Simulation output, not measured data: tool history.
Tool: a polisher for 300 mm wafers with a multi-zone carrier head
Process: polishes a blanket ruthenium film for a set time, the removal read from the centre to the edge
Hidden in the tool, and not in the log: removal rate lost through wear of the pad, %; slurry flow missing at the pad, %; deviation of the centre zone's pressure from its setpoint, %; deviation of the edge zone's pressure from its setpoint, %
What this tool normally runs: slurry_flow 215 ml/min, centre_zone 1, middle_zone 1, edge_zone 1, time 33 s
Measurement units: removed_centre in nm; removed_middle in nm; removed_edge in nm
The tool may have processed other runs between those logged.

run     day  slurry_flow  centre_zone  middle_zone  edge_zone  time  wafers since the last listed run  wafers polished on this pad  hours since the slurry nozzle was cleaned  hours since the centre zone pressure was calibrated  hours since the edge zone pressure was calibrated  hours since the carrier head's membrane was replaced  incoming thickness of the incoming film, nm  removed_centre  removed_middle  removed_edge
  1       0          215            1            1          1    30                                 0                           44                                       83.6                                                112.4                                              493.6                                                  22.6                                        632.1            58.5            60.8          61.7
  2   4.267          215            1            1       0.94    33                               684                          728                                        186                                                214.8                                                596                                                   125                                        623.2            63.5              65          63.8
  3   7.788          215            1            1       0.94    33                               564                         1293                                      270.5                                                299.3                                              680.5                                                 209.5                                          629            61.2            62.3          61.8
  4    9.35          215            1            1       0.94    33                               250                         1543                                        308                                                336.8                                                718                                                   247                                          626            59.8            61.4          60.8
  5  12.075          215            1            1          1    33                               437                         1980                                      373.4                                                402.2                                              783.4                                                 312.4                                        636.3            58.4            60.2          60.8
     12.542  -- centre zone pressure recalibrated
  6    14.6          215            1            1          1    33                               391                         2372                                        434                                                 49.4                                                844                                                   373                                        636.8            57.4            58.1          58.8
     15.162  -- worn pad replaced by a new one
  7  16.217          215            1            1          1    38                               232                          169                                      472.8                                                 88.2                                              882.8                                                 411.8                                          631            75.5            75.8          78.8
  8  17.762          215            1            1          1    38                               247                          417                                      509.9                                                125.3                                              919.9                                                 448.9                                          623              74              75          76.6
  9  19.404          215            1            1          1    33                               263                          680                                      549.3                                                164.7                                              959.3                                                 488.3                                        632.6            63.8            64.1          66.3
 10  21.067          215            1            1          1    33                               266                          947                                      589.2                                                204.6                                              999.2                                                 528.2                                        642.2            61.1            63.9          65.3
 11  24.904          215            1            1          1    33                               615                         1562                                      681.3                                                296.7                                             1091.3                                                 620.3                                        627.4            59.1            60.7          62.2
     26.367  -- slurry nozzle cleaned
     27.942  -- worn pad replaced by a new one
     28.775  -- centre zone pressure recalibrated
 12  28.808          160            1         1.11          1    33                               579                          125                                       58.6                                                  0.8                                               1185                                                   714                                        629.1            60.9            69.8            65
 13  31.767          215            1         0.97          1    38                               474                          600                                      129.6                                                 71.8                                               1256                                                   785                                        623.5            72.7            73.1          76.1
     32.246  -- carrier head's membrane replaced by a new one
     33.108  -- edge zone pressure recalibrated
 14  35.183          215         0.92         1.09          1    33                               501                         1101                                      211.6                                                153.8                                               49.8                                                  70.5                                        634.6            55.3            67.2          64.4
 15   38.15          290         0.95            1          1    33                               475                         1577                                      282.8                                                  225                                                121                                                 141.7                                        634.5            59.5              64          64.1
 16  41.512          245         1.04         1.05          1    33                               539                         2116                                      363.5                                                305.7                                              201.7                                                 222.4                                        633.6            61.3            62.1            61
     42.771  -- worn pad replaced by a new one
 17  45.558          155         0.89            1          1    33                               622                          447                                      460.6                                                402.8                                              298.8                                                 319.5                                        629.4            54.1            61.1          63.2
     46.204  -- centre zone pressure recalibrated
 18  49.083          215            1         0.97          1    38                               552                          999                                      545.2                                                 69.1                                              383.4                                                 404.1                                        638.8              72            71.2          74.3
 19  51.054          170            1            1       1.09    33                               316                         1315                                      592.5                                                116.4                                              430.7                                                 451.4                                          634            57.7            59.3          64.7
     51.512  -- slurry nozzle cleaned
 20  53.742          215            1            1          1    33                               424                         1739                                       53.5                                                180.9                                              495.2                                                 515.9                                        638.5            58.8            60.8          61.2
     54.717  -- worn pad replaced by a new one
 21  57.933          270          1.1         1.06          1    33                               645                          515                                      154.1                                                281.5                                              595.8                                                 616.5                                        633.6            72.5            69.6          67.1
 22  60.229          215            1            1       0.94    27                               368                          884                                      209.2                                                336.6                                              650.9                                                 671.6                                        635.2              50            51.8          51.2
     63.029  -- centre zone pressure recalibrated
 23  63.054          215         1.11            1          1    33                               439                         1323                                        277                                                  0.6                                              718.7                                                 739.4                                        633.7            67.8            61.7          62.8

Predict each of these 3 candidate next runs independently; none follows another, all start after run 23:
  A  63.071          215            1            1          1    33                                 2                         1326                                      277.4                                                    1                                              719.1                                                 739.8                                        619.6               ?               ?             ?
  B  63.071          155            1            1       0.89    33                                 2                         1326                                      277.4                                                    1                                              719.1                                                 739.8                                        619.6               ?               ?             ?
  C  63.071          215            1            1          1    37                                 2                         1326                                      277.4                                                    1                                              719.1                                                 739.8                                        619.6               ?               ?             ?

run  removed_centre  removed_middle  removed_edge
  A            60.3            62.3          61.9
  B            56.6              59          56.3
  C            67.6            69.9          69.4
With no hidden state in the tool, these same runs would have given:
run  removed_centre  removed_middle  removed_edge
  A            65.6            67.8          67.4
  B            61.6            64.2          61.3
  C            73.5            76.1          75.6
